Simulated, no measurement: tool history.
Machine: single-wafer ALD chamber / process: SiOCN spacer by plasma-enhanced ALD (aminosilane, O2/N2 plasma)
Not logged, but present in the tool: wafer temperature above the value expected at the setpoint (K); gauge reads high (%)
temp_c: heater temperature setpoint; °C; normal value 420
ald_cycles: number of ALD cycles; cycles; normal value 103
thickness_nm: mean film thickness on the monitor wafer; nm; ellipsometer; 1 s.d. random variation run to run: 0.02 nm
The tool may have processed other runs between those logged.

run    hour  temp_c  ald_cycles  wafers since the last listed run  hours since the last thermocouple change  hours since the gauge calibration  read-back reference wafer on the same gauge, thickness_nm  thickness_nm
  1       0     420         103                                 0                                     271.5                             2687.9                                                      4.844         6.077
  2    75.3     420         103                               146                                     346.8                             2763.2                                                      4.838         6.063
      205.7  -- gauge calibrated
  3   357.2     420         103                               547                                     628.7                              151.5                                                      4.837           6.1
  4   409.1     420         103                               100                                     680.6                              203.4                                                      4.836         6.126
  5   458.6     420         103                                96                                     730.1                              252.9                                                      4.847         6.081
  6   519.3     420         103                               117                                     790.8                              313.6                                                      4.841         6.106
  7   569.8     417         108                                98                                     841.3                              364.1                                                      4.837         6.433
  8     638     420         103                               132                                     909.5                              432.3                                                      4.832         6.069
      681.9  -- thermocouple changed; heater temperature recalibrated
  9   703.5     420         103                               111                                      21.6                              497.8                                                      4.844         6.131
 10   781.8     420         103                               152                                      99.9                              576.1                                                       4.84         6.162
 11    1053     420          97                               526                                     371.1                              847.3                                                      4.832         5.839
 12  1101.7     420          97                                94                                     419.8                                896                                                      4.838          5.86
 13  1150.7     420          97                                95                                     468.8                                945                                                      4.839         5.846
 14  1186.9     420         114                                70                                       505                              981.2                                                      4.846           6.9
     1363.6  -- thermocouple changed; heater temperature recalibrated, repeated, since the last time left the tool worse
 15  1442.9     420         103                               481                                      79.3                             1237.2                                                      4.843         6.057
 16  1495.8     420         103                               102                                     132.2                             1290.1                                                      4.848         6.059
 17    1554     420         103                               113                                     190.4                             1348.3                                                      4.844         6.045
 18  1629.7     420         103                               147                                     266.1                               1424                                                      4.841         6.078
 19  1762.7     420         103                               258                                     399.1                               1557                                                      4.828         6.104
 20  1843.9     420         103                               157                                     480.3                             1638.2                                                      4.841         6.125
 21  1905.6     420         103                               119                                       542                             1699.9                                                      4.843         6.088
 22  1984.5     420         103                               153                                     620.9                             1778.8                                                      4.837         6.072
 23  2066.6     420         103                               159                                       703                             1860.9                                                      4.844         6.114
 24  2138.8     416         117                               140                                     775.2                             1933.1                                                      4.844         7.029
       2217  -- thermocouple changed; heater temperature recalibrated
 25  2243.1     427          85                               187                                      26.1                             2037.4                                                      4.836         4.873
 26  2328.4     425          87                               165                                     111.4                             2122.7                                                      4.844         5.031
 27  2397.8     420         103                               134                                     180.8                             2192.1                                                      4.846         6.077
     2447.3  -- gauge calibrated
 28  2487.1     429         115                               173                                     270.1                               39.8                                                      4.835         6.556
 29  2567.4     426          83                               155                                     350.4                              120.1                                                      4.844         4.781
 30  2606.5     420         103                                75                                     389.5                              159.2                                                      4.844         6.091
 31  2700.7     433          97                               182                                     483.7                              253.4                                                      4.839         5.504
 32  2762.9     427          97                               120                                     545.9                              315.6                                                      4.837         5.594
 33  2862.3     425         103                               193                                     645.3                                415                                                      4.844         5.977
 34  2903.3     420         103                                79                                     686.3                                456                                                      4.843         6.128
 35  2995.6     407          92                               179                                     778.6                              548.3                                                      4.842         5.725
 36  3078.7     429          87                               161                                     861.7                              631.4                                                      4.847         4.997
 37  3121.3     406          91                                82                                     904.3                                674                                                       4.84         5.618
 38  3177.9     420         108                               109                                     960.9                              730.6                                                      4.842         6.433
 39  3230.5     408          96                               102                                    1013.5                              783.2                                                      4.838         5.941
       3274  -- thermocouple changed; heater temperature recalibrated
 40  3378.3     420         103                               271                                     104.3                                931                                                       4.83         6.068
 41  3473.9     420         103                               185                                     199.9                             1026.6                                                      4.845          6.06
 42  3575.5     420         103                               197                                     301.5                             1128.2                                                      4.838         6.076
 43  3646.8     407         120                               138                                     372.8                             1199.5                                                      4.837         7.432
 44  3686.9     420         103                                77                                     412.9                             1239.6                                                      4.839         6.092
 45    3744     424          86                               110                                       470                             1296.7                                                      4.834         4.999
 46    3801     408         122                               110                                       527                             1353.7                                                      4.843          7.56

Predict each of these 4 candidate next runs independently; none follows another, all start after run 46:
  A  3801.6     420         103                                 1                                     527.6                             1354.3                                                          ?             ?
  B  3801.6     420          96                                 1                                     527.6                             1354.3                                                          ?             ?
  C  3801.6     420          92                                 1                                     527.6                             1354.3                                                          ?             ?
  D  3801.6     407          89                                 1                                     527.6                             1354.3                                                          ?             ?

run  read-back reference wafer on the same gauge, thickness_nm  thickness_nm
  A                                                       4.85         6.102
  B                                                       4.85         5.687
  C                                                       4.85          5.45
  D                                                       4.85          5.52
Stripped of hidden state, with their random variation kept, the same runs would have yielded:
run  thickness_nm
  A         6.048
  B         5.637
  C         5.403
  D         5.474

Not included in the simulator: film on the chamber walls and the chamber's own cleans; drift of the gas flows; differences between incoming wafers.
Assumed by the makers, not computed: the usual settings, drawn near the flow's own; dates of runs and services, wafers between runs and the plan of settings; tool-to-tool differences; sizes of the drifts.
